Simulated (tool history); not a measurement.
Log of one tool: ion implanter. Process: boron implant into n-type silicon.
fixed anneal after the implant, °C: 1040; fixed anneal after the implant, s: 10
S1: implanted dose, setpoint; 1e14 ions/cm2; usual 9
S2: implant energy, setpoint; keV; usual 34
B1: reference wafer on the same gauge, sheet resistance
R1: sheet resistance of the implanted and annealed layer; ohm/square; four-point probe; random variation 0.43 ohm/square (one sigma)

run   hour     S1    S2     B1      R1
  1      0  11.13    31  98.06   99.67
  2   38.3  11.13    31  98.02   98.68
  3   50.1      9    34  97.98  117.88
  4   64.8      9    34  97.85  117.95
  5   71.3      9    34  97.88  117.35
  6     86      9    34  98.13  118.03
  7   95.7      9    34  98.06   117.6
  8  115.8   7.06    34  97.87  143.46
  9  131.9   7.06    34     98  144.84
 10  139.1      9    34  98.06  118.06
 11  155.1      9    34  97.85  118.16
 12  169.2  10.81  25.5  98.11  103.38
 13  193.5  10.81  25.5  97.86  103.19
 14  202.6      9    34  98.02  117.82
 15  220.4  11.03  30.5  98.13   99.89
 16  233.5      9    29   98.2  118.92
 17  243.8  10.09    34  97.86  107.42
 18  250.3   7.54    24  98.02   140.2
 19  265.6   7.82  40.5  97.95  130.49
     272.2  -- gauge calibrated
 20  277.3      9    34  98.07  117.85
     312.3  -- Faraday cup replaced and dose calibrated
 21  312.8  10.92  44.5  97.97   98.55
     321.1  -- extraction supply calibrated
 22  325.6   6.59  29.5  98.05  155.47
 23    333  11.38    44  98.04   95.08
 24  341.2      9    34  97.94  117.65
 25  353.3      9  24.5  98.05  121.21
 26  366.2  10.52  25.5  98.13   105.2
 27  378.8      9  23.5   98.1  121.28
 28  394.6      9    34  98.01  118.21
 29  408.1      9  37.5  97.96  116.78

What the log doesn't show, run by run:
deviation of the true dose from the Faraday cup's reading, %: 0 in every run
deviation of the true energy from its setpoint, %: 0 in every run
gauge reads high (%): 0 in every run
